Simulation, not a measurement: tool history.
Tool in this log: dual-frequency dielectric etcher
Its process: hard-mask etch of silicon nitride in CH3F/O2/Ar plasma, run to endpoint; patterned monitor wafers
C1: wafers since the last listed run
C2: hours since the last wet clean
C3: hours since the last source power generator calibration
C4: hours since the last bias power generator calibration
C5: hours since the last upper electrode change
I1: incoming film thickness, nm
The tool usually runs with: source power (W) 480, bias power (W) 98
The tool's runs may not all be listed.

Run 1, day 0.000: usual settings but bias power (W) 109; C1 0; C2 429.1; C3 4399.2; C4 3208.7; C5 4270.2; I1 29.15. Result: endpoint time (s) 36.2.
At day 0.108: wet clean of the chamber.
Run 2, day 0.525: usual settings but bias power (W) 109; C1 84; C2 10.0; C3 4411.8; C4 3221.3; C5 4282.8; I1 29.29. Result: endpoint time (s) 37.1.
Run 3, day 1.879: usual settings but bias power (W) 109; C1 275; C2 42.5; C3 4444.3; C4 3253.8; C5 4315.3; I1 29.49. Result: endpoint time (s) 37.3.
Run 4, day 2.496: usual settings; C1 125; C2 57.3; C3 4459.1; C4 3268.6; C5 4330.1; I1 29.07. Result: endpoint time (s) 37.7.
Run 5, day 3.479: usual settings; C1 200; C2 80.9; C3 4482.7; C4 3292.2; C5 4353.7; I1 29.19. Result: endpoint time (s) 38.1.
Run 6, day 4.821: usual settings but bias power (W) 80; C1 273; C2 113.1; C3 4514.9; C4 3324.4; C5 4385.9; I1 29.08. Result: endpoint time (s) 39.8.
Run 7, day 5.458: usual settings; C1 129; C2 128.4; C3 4530.2; C4 3339.7; C5 4401.2; I1 29.04. Result: endpoint time (s) 37.9.
Run 8, day 6.154: usual settings; C1 141; C2 145.1; C3 4546.9; C4 3356.4; C5 4417.9; I1 29.02. Result: endpoint time (s) 37.6.
Run 9, day 6.988: usual settings; C1 169; C2 165.1; C3 4566.9; C4 3376.4; C5 4437.9; I1 29.35. Result: endpoint time (s) 37.9.
Run 10, day 7.638: usual settings; C1 132; C2 180.7; C3 4582.5; C4 3392.0; C5 4453.5; I1 29.51. Result: endpoint time (s) 38.1.
Run 11, day 8.375: usual settings; C1 150; C2 198.4; C3 4600.2; C4 3409.7; C5 4471.2; I1 28.95. Result: endpoint time (s) 37.5.
Run 12, day 8.958: usual settings; C1 118; C2 212.4; C3 4614.2; C4 3423.7; C5 4485.2; I1 28.79. Result: endpoint time (s) 37.2.
Run 13, day 10.279: usual settings; C1 268; C2 244.1; C3 4645.9; C4 3455.4; C5 4516.9; I1 29.23. Result: endpoint time (s) 37.7.
Run 14, day 10.938: usual settings; C1 133; C2 259.9; C3 4661.7; C4 3471.2; C5 4532.7; I1 29.06. Result: endpoint time (s) 37.6.
Run 15, day 12.192: usual settings; C1 255; C2 290.0; C3 4691.8; C4 3501.3; C5 4562.8; I1 29.22. Result: endpoint time (s) 37.7.
Run 16, day 13.542: usual settings but source power (W) 570; C1 274; C2 322.4; C3 4724.2; C4 3533.7; C5 4595.2; I1 29.19. Result: endpoint time (s) 34.5.
At day 13.912: bias power generator calibrated.
At day 15.742: wet clean of the chamber.
Run 17, day 15.762: usual settings but source power (W) 570; C1 214; C2 0.5; C3 4777.5; C4 44.4; C5 4648.5; I1 29.10. Result: endpoint time (s) 34.9.
Run 18, day 15.779: usual settings; C1 3; C2 0.9; C3 4777.9; C4 44.8; C5 4648.9; I1 29.42. Result: endpoint time (s) 38.3.
At day 17.158: upper electrode replaced.
Run 19, day 17.179: usual settings; C1 81; C2 34.5; C3 4811.5; C4 78.4; C5 0.5; I1 29.17. Result: endpoint time (s) 38.2.
At day 17.558: source power generator calibrated.
Run 20, day 17.988: usual settings; C1 130; C2 53.9; C3 10.3; C4 97.8; C5 19.9; I1 29.37. Result: endpoint time (s) 38.2.
Run 21, day 19.229: usual settings but source power (W) 520; C1 252; C2 83.7; C3 40.1; C4 127.6; C5 49.7; I1 29.29. Result: endpoint time (s) 36.7.
Run 22, day 20.142: usual settings but bias power (W) 121; C1 185; C2 105.6; C3 62.0; C4 149.5; C5 71.6; I1 28.83. Result: endpoint time (s) 35.4.
Run 23, day 21.112: usual settings but bias power (W) 109; C1 197; C2 128.9; C3 85.3; C4 172.8; C5 94.9; I1 29.32. Result: endpoint time (s) 37.1.
Run 24, day 24.271: usual settings but source power (W) 450; C1 642; C2 204.7; C3 161.1; C4 248.6; C5 170.7; I1 29.06. Result: endpoint time (s) 39.0.
Run 25, day 25.596: usual settings but bias power (W) 77; C1 269; C2 236.5; C3 192.9; C4 280.4; C5 202.5; I1 28.95. Result: endpoint time (s) 39.6.
Run 26, day 26.529: usual settings but source power (W) 400, bias power (W) 90; C1 189; C2 258.9; C3 215.3; C4 302.8; C5 224.9; I1 28.97. Result: endpoint time (s) 42.0.
Run 27, day 27.096: usual settings but source power (W) 370, bias power (W) 87; C1 115; C2 272.5; C3 228.9; C4 316.4; C5 238.5; I1 29.21. Result: endpoint time (s) 44.8.
Run 28, day 28.404: usual settings but source power (W) 580, bias power (W) 107; C1 266; C2 303.9; C3 260.3; C4 347.8; C5 269.9; I1 29.26. Result: endpoint time (s) 33.6.
Run 29, day 29.117: usual settings but source power (W) 520, bias power (W) 74; C1 145; C2 321.0; C3 277.4; C4 364.9; C5 287.0; I1 29.01. Result: endpoint time (s) 38.4.
At day 30.454: wet clean of the chamber.
Run 30, day 30.475: usual settings but source power (W) 420, bias power (W) 89; C1 72; C2 0.5; C3 310.0; C4 397.5; C5 319.6; I1 28.95. Result: endpoint time (s) 41.4.
Run 31, day 31.204: usual settings but bias power (W) 109; C1 148; C2 18.0; C3 327.5; C4 415.0; C5 337.1; I1 29.28. Result: endpoint time (s) 37.0.
Run 32, day 31.812: usual settings but source power (W) 390, bias power (W) 110; C1 123; C2 32.6; C3 342.1; C4 429.6; C5 351.7; I1 29.30. Result: endpoint time (s) 41.4.
Run 33, day 32.888: usual settings; C1 218; C2 58.4; C3 367.9; C4 455.4; C5 377.5; I1 29.03. Result: endpoint time (s) 37.7.
Run 34, day 33.629: usual settings but source power (W) 380, bias power (W) 84; C1 150; C2 76.2; C3 385.7; C4 473.2; C5 395.3; I1 29.06. Result: endpoint time (s) 44.4.
Run 35, day 34.771: usual settings but source power (W) 530; C1 232; C2 103.6; C3 413.1; C4 500.6; C5 422.7; I1 29.03. Result: endpoint time (s) 35.9.
Run 36, day 36.183: usual settings but source power (W) 590, bias power (W) 83; C1 287; C2 137.5; C3 447.0; C4 534.5; C5 456.6; I1 29.16. Result: endpoint time (s) 35.4.

Consider 3 possible next runs. They are alternatives, not a sequence: every one starts from the tool as it was left by run 36. What does each give?
Run A, day 36.200: usual settings; C1 3; C2 137.9; C3 447.4; C4 534.9; C5 457.0; I1 29.17. Result: endpoint time (s) ?.
Run B, day 36.200: usual settings but bias power (W) 108; C1 3; C2 137.9; C3 447.4; C4 534.9; C5 457.0; I1 29.17. Result: endpoint time (s) ?.
Run C, day 36.200: usual settings but source power (W) 570, bias power (W) 118; C1 3; C2 137.9; C3 447.4; C4 534.9; C5 457.0; I1 29.17. Result: endpoint time (s) ?.

run  endpoint time (s)
  A               37.8
  B               36.8
  C               33.0
Stripped of hidden state, with their random variation kept, the same runs would have yielded:
run  endpoint time (s)
  A               38.0
  B               37.1
  C               33.3

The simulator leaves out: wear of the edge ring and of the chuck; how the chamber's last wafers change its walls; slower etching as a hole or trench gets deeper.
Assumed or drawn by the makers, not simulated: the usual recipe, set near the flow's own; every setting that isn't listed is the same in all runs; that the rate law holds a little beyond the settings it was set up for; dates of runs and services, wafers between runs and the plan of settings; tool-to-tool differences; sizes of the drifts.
